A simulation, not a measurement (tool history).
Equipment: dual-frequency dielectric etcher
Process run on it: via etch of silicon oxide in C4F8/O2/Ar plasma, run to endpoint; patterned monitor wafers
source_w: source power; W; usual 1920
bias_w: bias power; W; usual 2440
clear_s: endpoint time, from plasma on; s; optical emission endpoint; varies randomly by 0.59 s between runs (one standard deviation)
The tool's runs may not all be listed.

| run | hour | source_w | bias_w | incoming incoming film thickness, nm | clear_s |
|---|---|---|---|---|---|
| 1 | 0.0 | 2040 | 2440 | 1132.3 | 202.5 |
| 2 | 31.6 | 2040 | 2440 | 1124.1 | 201.7 |
|  | 67.6 | wet clean of the chamber |
| 3 | 70.6 | 2080 | 2440 | 1132.2 | 193.0 |
| 4 | 180.0 | 2080 | 2440 | 1115.2 | 192.3 |
| 5 | 211.4 | 2080 | 2440 | 1122.9 | 193.8 |
| 6 | 265.9 | 1650 | 2285 | 1128.0 | 216.2 |
| 7 | 334.5 | 1920 | 2029 | 1122.5 | 211.0 |
| 8 | 358.6 | 1920 | 2029 | 1128.4 | 212.8 |
| 9 | 416.1 | 2020 | 2440 | 1120.6 | 199.6 |
| 10 | 453.4 | 2020 | 2440 | 1130.7 | 201.5 |
|  | 494.2 | upper electrode replaced |
| 11 | 509.9 | 1920 | 2440 | 1125.7 | 206.6 |
|  | 552.7 | wet clean of the chamber |
| 12 | 564.3 | 1650 | 2440 | 1139.8 | 211.7 |
| 13 | 592.1 | 1650 | 2440 | 1123.7 | 210.2 |
| 14 | 623.3 | 1920 | 2440 | 1122.6 | 199.3 |
| 15 | 654.0 | 1920 | 2440 | 1126.1 | 200.6 |
| 16 | 682.2 | 2270 | 2789 | 1127.7 | 182.0 |
| 17 | 727.4 | 1560 | 2203 | 1123.1 | 221.4 |
|  | 745.8 | source power generator calibrated |
| 18 | 782.9 | 1920 | 2440 | 1116.4 | 200.4 |

Run 19 is up next; what results do you expect?
| 19 | 847.5 | 2250 | 2927 | 1125.7 | ? |

{"run 19": {"clear_s": 182.2}}
Minus the tool's unlogged condition, the same run would have read clear_s 177.1 s.
